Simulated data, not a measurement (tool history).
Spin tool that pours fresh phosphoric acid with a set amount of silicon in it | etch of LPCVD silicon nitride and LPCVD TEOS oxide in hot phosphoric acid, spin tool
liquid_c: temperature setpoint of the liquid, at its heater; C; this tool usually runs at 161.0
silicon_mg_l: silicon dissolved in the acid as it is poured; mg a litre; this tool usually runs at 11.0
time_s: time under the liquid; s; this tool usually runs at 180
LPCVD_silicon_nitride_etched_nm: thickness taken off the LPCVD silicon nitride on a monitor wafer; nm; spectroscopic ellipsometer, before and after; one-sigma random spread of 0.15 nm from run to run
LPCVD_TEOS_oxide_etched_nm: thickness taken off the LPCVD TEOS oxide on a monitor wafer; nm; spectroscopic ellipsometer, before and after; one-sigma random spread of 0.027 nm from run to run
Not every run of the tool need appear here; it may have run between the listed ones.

| run | hour | liquid_c | silicon_mg_l | time_s | read-back film thickness of the LPCVD silicon nitride reference wafer, read on the same gauge (nm) | read-back film thickness of the LPCVD TEOS oxide reference wafer, read on the same gauge (nm) | LPCVD_silicon_nitride_etched_nm | LPCVD_TEOS_oxide_etched_nm |
|---|---|---|---|---|---|---|---|---|
| 1 | 0.0 | 161.0 | 11.0 | 180 | 100.00 | 90.014 | 17.40 | 0.546 |
|  | 34.8 | dissolved silicon flow meter replaced |
| 2 | 60.0 | 162.5 | 11.0 | 250 | 100.00 | 89.987 | 25.41 | 0.842 |
| 3 | 129.6 | 161.0 | 11.0 | 180 | 100.00 | 89.995 | 17.19 | 0.629 |
|  | 165.6 | gauge calibrated |
| 4 | 172.8 | 161.0 | 11.0 | 180 | 100.01 | 89.989 | 17.27 | 0.569 |
| 5 | 197.9 | 164.0 | 8.0 | 290 | 99.98 | 90.023 | 31.63 | 1.365 |
| 6 | 231.6 | 162.5 | 17.0 | 180 | 99.99 | 90.019 | 18.31 | 0.586 |
| 7 | 284.4 | 161.0 | 11.0 | 180 | 99.99 | 89.988 | 17.57 | 0.558 |
| 8 | 325.0 | 161.0 | 11.0 | 135 | 100.02 | 90.011 | 13.13 | 0.454 |
| 9 | 354.7 | 161.0 | 11.0 | 215 | 100.03 | 90.000 | 21.03 | 0.703 |
| 10 | 393.6 | 161.0 | 17.0 | 275 | 99.99 | 89.989 | 26.84 | 0.739 |
|  | 396.3 | heated supply line repaired |
| 11 | 444.6 | 161.0 | 11.0 | 180 | 100.00 | 89.991 | 17.55 | 0.597 |
|  | 486.3 | thermometer replaced |
| 12 | 507.4 | 158.5 | 16.5 | 180 | 99.99 | 89.993 | 14.74 | 0.369 |
| 13 | 573.9 | 162.0 | 16.0 | 260 | 100.01 | 90.007 | 24.16 | 0.713 |
| 14 | 627.8 | 161.0 | 11.0 | 80 | 100.01 | 90.005 | 7.23 | 0.242 |
| 15 | 682.0 | 162.0 | 11.0 | 235 | 99.99 | 90.007 | 21.99 | 0.695 |
| 16 | 730.9 | 160.0 | 14.5 | 105 | 100.00 | 89.986 | 9.16 | 0.247 |
| 17 | 755.3 | 161.0 | 11.0 | 180 | 100.01 | 90.004 | 16.08 | 0.494 |
|  | 774.6 | dissolved silicon flow meter replaced |
| 18 | 797.7 | 160.0 | 13.5 | 180 | 100.02 | 89.970 | 15.71 | 0.464 |
| 19 | 834.3 | 162.5 | 4.0 | 240 | 100.01 | 90.009 | 22.37 | 0.946 |
| 20 | 888.9 | 161.0 | 11.0 | 180 | 100.00 | 89.987 | 16.32 | 0.483 |
| 21 | 948.6 | 161.0 | 18.5 | 90 | 100.02 | 89.991 | 8.26 | 0.214 |

Measured result minus the same run's result without the hidden state. Both carry the same run-to-run variation, though not necessarily the same gauge scatter:
Hidden state present: liquid hotter than its thermometer reads (K); dissolved silicon flow above the setpoint (%); temperature lost on the way to the wafer (K); gauge reads high (%).
| run | LPCVD_silicon_nitride_etched_nm | LPCVD_TEOS_oxide_etched_nm |
|---|---|---|
| 1 | +1.34 | +0.088 |
| 2 | +1.99 | +0.139 |
| 3 | +1.40 | +0.107 |
| 4 | +1.42 | +0.099 |
| 5 | +2.60 | +0.236 |
| 6 | +1.53 | +0.103 |
| 7 | +1.50 | +0.100 |
| 8 | +1.14 | +0.082 |
| 9 | +1.85 | +0.129 |
| 10 | +2.39 | +0.137 |
| 11 | +1.59 | +0.113 |
| 12 | +0.14 | +0.008 |
| 13 | +0.28 | +0.018 |
| 14 | +0.10 | +0.007 |
| 15 | +0.33 | +0.023 |
| 16 | +0.16 | +0.009 |
| 17 | +0.28 | +0.019 |
| 18 | +0.29 | +0.019 |
| 19 | +0.45 | +0.041 |
| 20 | +0.35 | +0.023 |
| 21 | +0.19 | +0.011 |
